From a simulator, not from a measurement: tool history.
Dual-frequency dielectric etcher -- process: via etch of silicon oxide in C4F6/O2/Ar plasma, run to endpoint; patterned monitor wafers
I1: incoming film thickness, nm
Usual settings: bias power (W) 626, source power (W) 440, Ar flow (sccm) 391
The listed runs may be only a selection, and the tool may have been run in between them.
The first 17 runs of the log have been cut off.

run 18 hour=297.9 | bias_power_(W)=626 source_power_(W)=440 Ar_flow_(sccm)=391 | I1=105.1 | endpoint_time_(s)=21.5
run 19 hour=306.7 | bias_power_(W)=626 source_power_(W)=550 Ar_flow_(sccm)=359 | I1=106 | endpoint_time_(s)=19.8
run 20 hour=313.6 | bias_power_(W)=559 source_power_(W)=440 Ar_flow_(sccm)=418 | I1=105.7 | endpoint_time_(s)=22.7
run 21 hour=340 | bias_power_(W)=626 source_power_(W)=440 Ar_flow_(sccm)=391 | I1=105.4 | endpoint_time_(s)=21.6
run 22 hour=353.1 | bias_power_(W)=503 source_power_(W)=380 Ar_flow_(sccm)=324 | I1=104.6 | endpoint_time_(s)=23.4
run 23 hour=368.7 | bias_power_(W)=626 source_power_(W)=500 Ar_flow_(sccm)=445 | I1=104.9 | endpoint_time_(s)=21
run 24 hour=385.2 | bias_power_(W)=626 source_power_(W)=440 Ar_flow_(sccm)=436 | I1=105.6 | endpoint_time_(s)=22.1
run 25 hour=403.1 | bias_power_(W)=626 source_power_(W)=350 Ar_flow_(sccm)=307 | I1=104.6 | endpoint_time_(s)=22
run 26 hour=418 | bias_power_(W)=704 source_power_(W)=520 Ar_flow_(sccm)=339 | I1=104.6 | endpoint_time_(s)=19.1

What does the tool deliver on the next run?
run 27 hour=431.7 | bias_power_(W)=562 source_power_(W)=510 Ar_flow_(sccm)=342 | I1=106 | endpoint_time_(s)=?

Logged for run 27: endpoint time (s) 21.1.
The same run, on a tool lacking any hidden state, would have yielded endpoint time (s) 20.9.

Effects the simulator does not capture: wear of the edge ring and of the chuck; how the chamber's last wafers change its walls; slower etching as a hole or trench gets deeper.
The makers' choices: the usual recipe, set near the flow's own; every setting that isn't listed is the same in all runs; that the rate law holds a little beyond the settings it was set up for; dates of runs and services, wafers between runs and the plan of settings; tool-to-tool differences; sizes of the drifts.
